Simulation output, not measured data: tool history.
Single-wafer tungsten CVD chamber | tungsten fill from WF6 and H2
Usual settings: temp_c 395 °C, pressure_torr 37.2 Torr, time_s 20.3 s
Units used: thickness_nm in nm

run,day,temp_c,pressure_torr,time_s,wafers since the last listed run,hours since the last thermocouple change,hours since the last manometer calibration,hours since the showerhead was replaced,hours since the gauge calibration,"read-back reference wafer on the same gauge, thickness_nm",thickness_nm
1,0,387,43.1,20.3,0,2544.1,1415.1,7067.7,1018.1,49.908,45.358
2,2.321,395,37.2,20.3,2307,2599.8,1470.8,7123.4,1073.8,49.87,50.229
3,3.775,395,37.2,20.3,1445,2634.7,1505.7,7158.3,1108.7,49.946,50.395
# day 4.367: gauge calibrated
4,5.017,395,37.2,20.3,1234,2664.5,1535.5,7188.1,15.6,49.936,50.264
5,6.396,395,37.2,20.3,1371,2697.6,1568.6,7221.2,48.7,49.81,50.032
6,7.288,395,37.2,20.3,886,2719,1590,7242.6,70.1,49.881,50.295
7,8.112,395,37.2,20.3,820,2738.8,1609.8,7262.4,89.9,49.929,50.345
8,9.346,406,37.2,20.3,1226,2768.4,1639.4,7292,119.5,49.838,62.872
9,10.258,395,37.2,20.3,907,2790.3,1661.3,7313.9,141.4,49.967,50.173
10,11.138,395,37.2,20.3,874,2811.4,1682.4,7335,162.5,49.946,50.09
11,11.808,395,37.2,20.3,666,2827.5,1698.5,7351.1,178.6,49.911,50.371
12,12.754,380,39.7,20.3,940,2850.2,1721.2,7373.8,201.3,49.851,37.3
# day 13.333: showerhead replaced
# day 13.654: thermocouple changed; heater temperature recalibrated
13,13.675,395,37.2,24.2,266,0.5,1743.3,8.2,223.4,49.884,64.584
14,14.488,380,33.8,21.6,807,20,1762.8,27.7,242.9,49.971,39.531
15,15.875,395,37.2,20.3,1379,53.3,1796.1,61,276.2,49.897,54.109
16,16.958,395,37.2,17.9,1076,79.3,1822.1,87,302.2,49.881,47.726
17,17.9,383,29.8,21.3,936,101.9,1844.7,109.6,324.8,49.897,39.136
18,18.662,395,37.2,20.3,758,120.2,1863,127.9,343.1,49.939,54.615
# day 19.388: capacitance manometer re-zeroed and calibrated
19,19.483,391,37.2,17,484,139.9,2.3,147.6,362.8,49.926,40.405
20,20.696,390,33,20.3,1205,169,31.4,176.7,391.9,50.008,43.864
21,21.908,386,41.6,18.8,1205,198.1,60.5,205.8,421,49.867,42.124
22,22.517,391,37.2,17,604,212.7,75.1,220.4,435.6,49.904,40.189
23,23.5,395,37.2,20.3,977,236.3,98.7,244,459.2,49.95,52.454
24,24.792,395,40.4,16.9,1284,267.3,129.7,275,490.2,49.926,45.847
25,25.821,395,37.2,20.3,1023,292,154.4,299.7,514.9,49.859,52.101
26,26.738,402,37.2,21.6,911,314,176.4,321.7,536.9,49.944,64.404
27,27.7,395,45.7,23.8,956,337.1,199.5,344.8,560,49.848,68.545
28,28.775,395,37.2,20.3,1068,362.9,225.3,370.6,585.8,49.858,52.494
29,29.854,395,37.2,20.3,1072,388.8,251.2,396.5,611.7,49.767,52.307
30,30.971,388,31.6,16.9,1110,415.6,278,423.3,638.5,50.006,34.111
31,31.538,395,37.2,20.3,563,429.2,291.6,436.9,652.1,49.936,52.215
32,32.858,390,42,23.1,1313,460.9,323.3,468.6,683.8,49.932,57.204
33,34.296,395,43.1,21.5,1429,495.4,357.8,503.1,718.3,49.999,60.228

Difference, measured minus no-hidden-state, one row per run. Run-to-run variation is common to both terms; the gauge's own scatter need not be:
Hidden conditions of the tool in this case: wafer temperature above the value expected at the setpoint (K); true pressure above the setpoint (%); gauge reads high (%).
run,thickness_nm
1,-1.553
2,-1.539
3,-1.555
4,-1.559
5,-1.561
6,-1.575
7,-1.581
8,-1.66
9,-1.588
10,-1.591
11,-1.604
12,-1.469
13,+2.814
14,+1.776
15,+2.484
16,+2.246
17,+1.919
18,+2.669
19,+0.437
20,+0.475
21,+0.445
22,+0.429
23,+0.558
24,+0.481
25,+0.552
26,+0.683
27,+0.705
28,+0.555
29,+0.553
30,+0.363
31,+0.554
32,+0.593
33,+0.625
